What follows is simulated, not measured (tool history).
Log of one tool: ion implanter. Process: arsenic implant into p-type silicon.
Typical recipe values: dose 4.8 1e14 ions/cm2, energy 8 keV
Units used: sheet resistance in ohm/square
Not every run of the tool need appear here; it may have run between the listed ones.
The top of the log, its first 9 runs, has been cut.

run	hour	dose	energy	read-back reference wafer on the same gauge, sheet resistance	sheet resistance
# hour 660.9: Faraday cup replaced and dose calibrated
10	679.8	4.8	6.5	272.99	243.08
11	721.7	4.8	8.5	273.26	239.17
12	788.9	4.8	8.5	273.17	238.69
13	826.2	4.8	10	273.17	238.5
14	869.5	4.8	10	272.85	238.18
# hour 903.7: extraction supply calibrated
15	917.9	4.8	10	273.32	239.28
16	980.2	4.8	8	272.67	240.82
17	1048.4	4.8	8	272.86	239.74
# hour 1081: gauge calibrated
18	1085.6	3.83	10	273.01	281.31
19	1148.1	3.85	10	273.05	279.74
20	1216.2	4.35	9.5	272.98	257.26
21	1287.6	4.8	8	273.05	239.07
22	1470	5.62	8	273.15	212.89
23	1540.5	5.48	9	272.73	216.26
24	1579.5	4.8	8.5	272.99	240.75
25	1627.3	3.57	5.5	272.89	309.1
26	1690.5	4.8	8	273.15	240.35
27	1744.9	4.8	8	272.74	239.56
28	1780.1	4.18	5.5	273.74	271.1
29	1819	3.46	6.5	273.33	312.65
30	1882.4	5.7	9	273.05	209.2
31	1914.6	3.83	10	273.06	280.18
32	1946.2	4.8	8	272.92	240.02
33	1992.5	3.8	10	272.91	285
34	2021	4.8	7	273.2	240.43

Alternative continuations, all from the tool just after run 34; predict every row:
A	2021.4	4.8	10.5	?	?
B	2021.4	5.22	8	?	?
C	2021.4	3.98	10.5	?	?

run	read-back reference wafer on the same gauge, sheet resistance	sheet resistance
A	273.12	236.44
B	273.12	225.32
C	273.12	272.53
Stripped of hidden state, with their random variation kept, the same runs would have yielded:
run	sheet resistance
A	236.44
B	225.32
C	272.53
